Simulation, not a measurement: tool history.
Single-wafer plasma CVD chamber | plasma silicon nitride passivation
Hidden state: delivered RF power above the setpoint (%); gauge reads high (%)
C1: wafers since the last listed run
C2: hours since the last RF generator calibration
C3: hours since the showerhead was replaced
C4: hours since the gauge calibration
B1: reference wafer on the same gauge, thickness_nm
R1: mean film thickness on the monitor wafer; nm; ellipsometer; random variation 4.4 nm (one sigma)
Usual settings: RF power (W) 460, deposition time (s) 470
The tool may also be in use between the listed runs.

{"run": 1, "hour": 0.0, "RF power (W)": 530, "deposition time (s)": 410, "C1": 0, "C2": 1209.0, "C3": 1349.9, "C4": 1349.3, "B1": 843.074, "R1": 682.776}
{"hour": 21.9, "done": "gauge calibrated"}
{"run": 2, "hour": 96.8, "RF power (W)": 460, "deposition time (s)": 470, "C1": 449, "C2": 1305.8, "C3": 1446.7, "C4": 74.9, "B1": 842.909, "R1": 739.586}
{"run": 3, "hour": 185.5, "RF power (W)": 460, "deposition time (s)": 470, "C1": 411, "C2": 1394.5, "C3": 1535.4, "C4": 163.6, "B1": 843.987, "R1": 742.919}
{"run": 4, "hour": 257.5, "RF power (W)": 460, "deposition time (s)": 470, "C1": 334, "C2": 1466.5, "C3": 1607.4, "C4": 235.6, "B1": 844.08, "R1": 733.725}
{"run": 5, "hour": 322.9, "RF power (W)": 460, "deposition time (s)": 470, "C1": 303, "C2": 1531.9, "C3": 1672.8, "C4": 301.0, "B1": 844.943, "R1": 740.595}
{"run": 6, "hour": 371.6, "RF power (W)": 460, "deposition time (s)": 409, "C1": 226, "C2": 1580.6, "C3": 1721.5, "C4": 349.7, "B1": 845.34, "R1": 639.312}
{"run": 7, "hour": 427.6, "RF power (W)": 430, "deposition time (s)": 470, "C1": 260, "C2": 1636.6, "C3": 1777.5, "C4": 405.7, "B1": 842.615, "R1": 732.465}
{"run": 8, "hour": 486.5, "RF power (W)": 425, "deposition time (s)": 524, "C1": 273, "C2": 1695.5, "C3": 1836.4, "C4": 464.6, "B1": 846.386, "R1": 800.254}
{"run": 9, "hour": 583.6, "RF power (W)": 425, "deposition time (s)": 524, "C1": 450, "C2": 1792.6, "C3": 1933.5, "C4": 561.7, "B1": 844.355, "R1": 796.744}
{"run": 10, "hour": 672.1, "RF power (W)": 425, "deposition time (s)": 524, "C1": 410, "C2": 1881.1, "C3": 2022.0, "C4": 650.2, "B1": 843.722, "R1": 807.252}
{"run": 11, "hour": 739.7, "RF power (W)": 535, "deposition time (s)": 470, "C1": 313, "C2": 1948.7, "C3": 2089.6, "C4": 717.8, "B1": 842.872, "R1": 775.524}
{"run": 12, "hour": 785.0, "RF power (W)": 535, "deposition time (s)": 470, "C1": 210, "C2": 1994.0, "C3": 2134.9, "C4": 763.1, "B1": 844.661, "R1": 774.441}
{"run": 13, "hour": 824.0, "RF power (W)": 505, "deposition time (s)": 470, "C1": 181, "C2": 2033.0, "C3": 2173.9, "C4": 802.1, "B1": 844.008, "R1": 761.658}
{"run": 14, "hour": 931.8, "RF power (W)": 505, "deposition time (s)": 470, "C1": 500, "C2": 2140.8, "C3": 2281.7, "C4": 909.9, "B1": 844.249, "R1": 765.411}
{"run": 15, "hour": 1013.7, "RF power (W)": 460, "deposition time (s)": 470, "C1": 380, "C2": 2222.7, "C3": 2363.6, "C4": 991.8, "B1": 844.498, "R1": 731.3}
{"hour": 1084.0, "done": "RF generator calibrated"}
{"run": 16, "hour": 1121.0, "RF power (W)": 495, "deposition time (s)": 508, "C1": 461, "C2": 37.0, "C3": 2470.9, "C4": 1099.1, "B1": 844.152, "R1": 843.573}
{"run": 17, "hour": 1196.3, "RF power (W)": 515, "deposition time (s)": 538, "C1": 349, "C2": 112.3, "C3": 2546.2, "C4": 1174.4, "B1": 845.463, "R1": 905.58}
{"run": 18, "hour": 1257.0, "RF power (W)": 460, "deposition time (s)": 470, "C1": 281, "C2": 173.0, "C3": 2606.9, "C4": 1235.1, "B1": 842.607, "R1": 759.202}
{"run": 19, "hour": 1332.8, "RF power (W)": 395, "deposition time (s)": 521, "C1": 352, "C2": 248.8, "C3": 2682.7, "C4": 1310.9, "B1": 844.611, "R1": 797.147}
{"hour": 1364.8, "done": "gauge calibrated"}
{"run": 20, "hour": 1434.6, "RF power (W)": 410, "deposition time (s)": 435, "C1": 472, "C2": 350.6, "C3": 2784.5, "C4": 69.8, "B1": 843.83, "R1": 674.778}
{"hour": 1479.8, "done": "showerhead replaced"}
{"run": 21, "hour": 1536.3, "RF power (W)": 415, "deposition time (s)": 559, "C1": 435, "C2": 452.3, "C3": 56.5, "C4": 171.5, "B1": 844.579, "R1": 860.693}
{"run": 22, "hour": 1599.8, "RF power (W)": 460, "deposition time (s)": 470, "C1": 294, "C2": 515.8, "C3": 120.0, "C4": 235.0, "B1": 844.091, "R1": 753.857}
{"run": 23, "hour": 1683.6, "RF power (W)": 420, "deposition time (s)": 470, "C1": 389, "C2": 599.6, "C3": 203.8, "C4": 318.8, "B1": 844.471, "R1": 722.078}
{"run": 24, "hour": 1736.6, "RF power (W)": 490, "deposition time (s)": 470, "C1": 246, "C2": 652.6, "C3": 256.8, "C4": 371.8, "B1": 844.4, "R1": 769.72}
{"run": 25, "hour": 1832.1, "RF power (W)": 425, "deposition time (s)": 411, "C1": 443, "C2": 748.1, "C3": 352.3, "C4": 467.3, "B1": 845.603, "R1": 635.548}
{"run": 26, "hour": 1933.8, "RF power (W)": 545, "deposition time (s)": 422, "C1": 472, "C2": 849.8, "C3": 454.0, "C4": 569.0, "B1": 843.46, "R1": 709.701}
{"run": 27, "hour": 2026.6, "RF power (W)": 400, "deposition time (s)": 470, "C1": 430, "C2": 942.6, "C3": 546.8, "C4": 661.8, "B1": 843.137, "R1": 705.892}
{"run": 28, "hour": 2118.1, "RF power (W)": 460, "deposition time (s)": 389, "C1": 424, "C2": 1034.1, "C3": 638.3, "C4": 753.3, "B1": 842.757, "R1": 616.408}
{"run": 29, "hour": 2182.3, "RF power (W)": 460, "deposition time (s)": 470, "C1": 298, "C2": 1098.3, "C3": 702.5, "C4": 817.5, "B1": 844.429, "R1": 742.93}

Hidden state or all else? Some run-to-run changes of R1, split into what the settings, what came in and random variation would give without the hidden state, and what is left for the hidden state (with any gauge scatter that isn't in both results):
Run 15 -> 16: RF power (W) 460 -> 495, deposition time (s) 470 -> 508, RF generator calibrated. R1 +112.273 nm: hidden state +21.719, all else +90.554.
Run 17 -> 18: RF power (W) 515 -> 460, deposition time (s) 538 -> 470. R1 -146.378 nm: hidden state -0.454, all else -145.924.
Run 20 -> 21: RF power (W) 410 -> 415, deposition time (s) 435 -> 559, showerhead replaced. R1 +185.915 nm: hidden state -4.957, all else +190.872.
